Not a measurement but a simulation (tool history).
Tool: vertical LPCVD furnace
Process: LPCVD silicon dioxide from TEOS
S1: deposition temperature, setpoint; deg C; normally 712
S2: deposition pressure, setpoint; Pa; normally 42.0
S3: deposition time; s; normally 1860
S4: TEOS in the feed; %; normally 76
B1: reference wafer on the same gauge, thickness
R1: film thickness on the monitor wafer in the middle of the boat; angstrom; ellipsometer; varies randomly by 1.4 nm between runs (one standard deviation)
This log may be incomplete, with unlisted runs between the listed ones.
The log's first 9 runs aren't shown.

| run | hour | S1 | S2 | S3 | S4 | B1 | R1 |
|---|---|---|---|---|---|---|---|
| 10 | 449.7 | 712 | 42.0 | 1350 | 76 | 288.57 | 2548.9 |
| 11 | 497.7 | 712 | 42.0 | 1860 | 76 | 288.93 | 3510.9 |
| 12 | 556.5 | 712 | 42.0 | 1860 | 76 | 288.75 | 3531.3 |
| 13 | 603.9 | 722 | 48.0 | 1410 | 76 | 288.81 | 3557.6 |
|  | 683.1 | thermocouples replaced and temperature profile calibrated |
| 14 | 683.6 | 712 | 42.0 | 1860 | 83 | 289.05 | 3509.4 |
| 15 | 728.2 | 712 | 42.0 | 1860 | 76 | 289.14 | 3352.9 |
| 16 | 841.5 | 707 | 38.7 | 2520 | 85 | 288.99 | 4136.5 |
| 17 | 877.6 | 712 | 42.0 | 1860 | 76 | 289.04 | 3397.2 |
| 18 | 948.4 | 712 | 42.0 | 1860 | 76 | 288.44 | 3373.1 |
|  | 949.5 | gauge calibrated |
| 19 | 987.7 | 717 | 42.0 | 1650 | 76 | 289.10 | 3342.8 |
| 20 | 1147.6 | 712 | 42.0 | 1290 | 80 | 289.24 | 2428.4 |
|  | 1225.6 | pressure gauge zeroed |
| 21 | 1347.8 | 722 | 48.0 | 1410 | 76 | 289.22 | 3419.0 |
| 22 | 1372.3 | 712 | 42.0 | 1860 | 76 | 289.00 | 3352.0 |
| 23 | 1567.4 | 724 | 42.0 | 1290 | 76 | 288.93 | 3086.7 |
| 24 | 1615.6 | 712 | 44.7 | 2070 | 61 | 289.06 | 3500.5 |
| 25 | 1649.4 | 712 | 42.0 | 1860 | 65 | 289.38 | 3130.2 |
| 26 | 1685.7 | 719 | 48.7 | 2280 | 67 | 289.38 | 4929.7 |
| 27 | 1725.4 | 712 | 42.0 | 1860 | 76 | 289.19 | 3415.9 |
| 28 | 1760.5 | 700 | 50.7 | 1860 | 64 | 288.86 | 2597.0 |
| 29 | 1826.8 | 722 | 32.7 | 2160 | 81 | 289.09 | 4503.0 |
| 30 | 1882.4 | 712 | 51.3 | 1350 | 76 | 288.94 | 2738.9 |
| 31 | 1914.7 | 708 | 42.0 | 2370 | 76 | 289.00 | 3989.4 |

Here are 4 independent what-if runs from the current tool condition. What would each one return?
| A | 1918.9 | 712 | 42.0 | 1860 | 76 | ? | ? |
| B | 1918.9 | 712 | 32.7 | 1860 | 65 | ? | ? |
| C | 1918.9 | 702 | 42.0 | 1440 | 76 | ? | ? |
| D | 1918.9 | 716 | 42.0 | 2430 | 76 | ? | ? |

| run | B1 | R1 |
|---|---|---|
| A | 289.01 | 3423.0 |
| B | 289.01 | 2796.8 |
| C | 289.01 | 2108.6 |
| D | 289.01 | 4893.6 |
With no hidden state in the tool, these same runs would have given:
| run | R1 |
|---|---|
| A | 3286.7 |
| B | 2680.6 |
| C | 2023.3 |
| D | 4700.1 |

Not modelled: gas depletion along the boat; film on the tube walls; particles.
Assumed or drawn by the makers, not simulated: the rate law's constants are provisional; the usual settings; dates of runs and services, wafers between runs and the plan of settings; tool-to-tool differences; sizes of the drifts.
